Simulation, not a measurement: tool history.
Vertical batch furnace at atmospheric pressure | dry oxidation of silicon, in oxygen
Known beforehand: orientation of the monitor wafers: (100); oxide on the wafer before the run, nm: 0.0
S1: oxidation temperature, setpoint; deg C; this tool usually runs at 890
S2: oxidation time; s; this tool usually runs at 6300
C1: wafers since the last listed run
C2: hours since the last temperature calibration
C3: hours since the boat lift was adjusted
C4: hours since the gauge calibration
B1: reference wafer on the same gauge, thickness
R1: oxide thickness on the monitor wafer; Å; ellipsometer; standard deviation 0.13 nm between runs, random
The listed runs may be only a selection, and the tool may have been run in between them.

run,hour,S1,S2,C1,C2,C3,C4,B1,R1
1,0.0,890,6300,0,835.0,1705.9,1022.2,26.16,266.4
2,54.2,881,7620,430,889.2,1760.1,1076.4,26.09,277.3
# hour 125.3: gauge calibrated
3,131.7,881,7620,614,966.7,1837.6,6.4,26.04,278.2
4,210.0,881,7620,621,1045.0,1915.9,84.7,26.16,276.5
5,371.5,890,6300,1281,1206.5,2077.4,246.2,26.06,270.6
6,473.7,890,6300,810,1308.7,2179.6,348.4,26.09,269.1
7,572.6,896,6300,784,1407.6,2278.5,447.3,26.15,289.3
8,653.5,896,6300,641,1488.5,2359.4,528.2,26.09,291.3
9,725.2,890,6990,568,1560.2,2431.1,599.9,26.11,291.6
10,787.9,890,6990,497,1622.9,2493.8,662.6,26.09,291.3
11,849.9,890,6990,491,1684.9,2555.8,724.6,26.09,291.7
12,919.7,905,6300,553,1754.7,2625.6,794.4,26.12,318.4
13,983.3,903,5490,504,1818.3,2689.2,858.0,26.09,284.7
# hour 1088.1: boat lift adjusted
14,1088.6,890,7170,645,1923.6,0.5,963.3,26.09,296.6
15,1118.8,899,7170,239,1953.8,30.7,993.5,26.13,330.2
16,1212.9,899,4920,746,2047.9,124.8,1087.6,26.15,254.1
17,1284.6,890,5250,568,2119.6,196.5,1159.3,26.07,246.5
18,1336.8,890,6300,414,2171.8,248.7,1211.5,26.09,276.9
# hour 1337.1: gauge calibrated
# hour 1396.8: thermocouples replaced and temperature profile calibrated
19,1401.2,890,7170,320,4.4,313.1,64.1,26.10,288.9
20,1475.4,890,6300,588,78.6,387.3,138.3,26.06,265.4
21,1517.5,877,5160,334,120.7,429.4,180.4,26.15,202.9
22,1589.5,866,7650,571,192.7,501.4,252.4,26.14,235.6
23,1669.9,890,4050,637,273.1,581.8,332.8,26.12,196.5
24,1768.4,865,9060,781,371.6,680.3,431.3,26.09,260.0
25,1814.6,890,6300,366,417.8,726.5,477.5,26.06,265.0

3 ways to go on from here, each from the tool as it stands after run 25. What would each give?
A,1819.8,890,6300,41,423.0,731.7,482.7,?,?
B,1819.8,915,3240,41,423.0,731.7,482.7,?,?
C,1819.8,866,8130,41,423.0,731.7,482.7,?,?

run,B1,R1
A,26.11,266.3
B,26.11,221.3
C,26.11,244.5
Take away the tool's hidden state, keep each run's random variation, and the runs would have read:
run,R1
A,264.3
B,219.8
C,242.6
